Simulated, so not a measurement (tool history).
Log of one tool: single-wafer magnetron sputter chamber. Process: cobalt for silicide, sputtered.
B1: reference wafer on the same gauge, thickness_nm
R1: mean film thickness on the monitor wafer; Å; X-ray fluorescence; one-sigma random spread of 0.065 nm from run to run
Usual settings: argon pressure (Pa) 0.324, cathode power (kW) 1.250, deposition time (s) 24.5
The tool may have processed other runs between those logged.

{"run": 1, "hour": 0.0, "argon pressure (Pa)": 0.324, "cathode power (kW)": 1.25, "deposition time (s)": 24.5, "B1": 17.61, "R1": 144.52}
{"hour": 123.2, "done": "sputter target and shields replaced"}
{"run": 2, "hour": 198.5, "argon pressure (Pa)": 0.324, "cathode power (kW)": 1.25, "deposition time (s)": 24.5, "B1": 17.603, "R1": 145.72}
{"run": 3, "hour": 261.5, "argon pressure (Pa)": 0.324, "cathode power (kW)": 1.25, "deposition time (s)": 24.5, "B1": 17.58, "R1": 143.95}
{"run": 4, "hour": 318.9, "argon pressure (Pa)": 0.324, "cathode power (kW)": 1.25, "deposition time (s)": 24.5, "B1": 17.633, "R1": 142.73}
{"run": 5, "hour": 377.4, "argon pressure (Pa)": 0.324, "cathode power (kW)": 1.25, "deposition time (s)": 24.5, "B1": 17.646, "R1": 142.92}
{"run": 6, "hour": 421.9, "argon pressure (Pa)": 0.324, "cathode power (kW)": 1.25, "deposition time (s)": 24.5, "B1": 17.578, "R1": 142.94}
{"run": 7, "hour": 476.4, "argon pressure (Pa)": 0.324, "cathode power (kW)": 1.25, "deposition time (s)": 24.5, "B1": 17.591, "R1": 142.8}
{"run": 8, "hour": 531.7, "argon pressure (Pa)": 0.324, "cathode power (kW)": 1.25, "deposition time (s)": 24.5, "B1": 17.6, "R1": 143.54}
{"hour": 548.4, "done": "sputter target and shields replaced"}
{"run": 9, "hour": 561.9, "argon pressure (Pa)": 0.324, "cathode power (kW)": 1.25, "deposition time (s)": 24.5, "B1": 17.608, "R1": 147.48}
{"run": 10, "hour": 600.5, "argon pressure (Pa)": 0.324, "cathode power (kW)": 1.25, "deposition time (s)": 24.5, "B1": 17.602, "R1": 145.37}
{"run": 11, "hour": 661.2, "argon pressure (Pa)": 0.324, "cathode power (kW)": 1.25, "deposition time (s)": 24.5, "B1": 17.588, "R1": 143.48}
{"hour": 695.6, "done": "gauge calibrated"}
{"run": 12, "hour": 697.5, "argon pressure (Pa)": 0.324, "cathode power (kW)": 1.25, "deposition time (s)": 24.5, "B1": 17.617, "R1": 144.33}
{"run": 13, "hour": 767.0, "argon pressure (Pa)": 0.324, "cathode power (kW)": 1.0, "deposition time (s)": 24.5, "B1": 17.633, "R1": 119.08}
{"run": 14, "hour": 802.9, "argon pressure (Pa)": 0.324, "cathode power (kW)": 1.0, "deposition time (s)": 24.5, "B1": 17.633, "R1": 119.02}
{"run": 15, "hour": 839.6, "argon pressure (Pa)": 0.324, "cathode power (kW)": 1.0, "deposition time (s)": 24.5, "B1": 17.595, "R1": 118.59}
{"run": 16, "hour": 869.6, "argon pressure (Pa)": 0.324, "cathode power (kW)": 1.25, "deposition time (s)": 24.5, "B1": 17.594, "R1": 143.97}
{"hour": 892.3, "done": "sputter target and shields replaced"}
{"run": 17, "hour": 893.6, "argon pressure (Pa)": 0.324, "cathode power (kW)": 1.25, "deposition time (s)": 24.5, "B1": 17.616, "R1": 145.83}
{"run": 18, "hour": 931.9, "argon pressure (Pa)": 0.324, "cathode power (kW)": 1.25, "deposition time (s)": 24.5, "B1": 17.601, "R1": 144.59}
{"hour": 970.9, "done": "capacitance manometer re-zeroed and calibrated"}
{"run": 19, "hour": 980.8, "argon pressure (Pa)": 0.285, "cathode power (kW)": 1.35, "deposition time (s)": 21.3, "B1": 17.58, "R1": 135.38}
{"run": 20, "hour": 1021.9, "argon pressure (Pa)": 0.324, "cathode power (kW)": 1.25, "deposition time (s)": 24.5, "B1": 17.582, "R1": 143.67}
{"run": 21, "hour": 1067.7, "argon pressure (Pa)": 0.324, "cathode power (kW)": 1.35, "deposition time (s)": 24.5, "B1": 17.579, "R1": 153.82}
{"run": 22, "hour": 1193.7, "argon pressure (Pa)": 0.408, "cathode power (kW)": 1.25, "deposition time (s)": 19.6, "B1": 17.589, "R1": 111.31}
{"run": 23, "hour": 1265.0, "argon pressure (Pa)": 0.371, "cathode power (kW)": 1.25, "deposition time (s)": 24.5, "B1": 17.597, "R1": 140.95}

Forecast run 24:
{"hour": 1292.3, "done": "sputter target and shields replaced"}
{"hour": 1298.3, "done": "magnet pack replaced"}
{"run": 24, "hour": 1298.8, "argon pressure (Pa)": 0.226, "cathode power (kW)": 1.15, "deposition time (s)": 22.3, "B1": "?", "R1": "?"}

{"run 24": {"B1": 17.574, "R1": 128.03}}
Were there no unlogged condition in the tool, this run, its random variation unchanged, would have produced R1 128.33 Å.
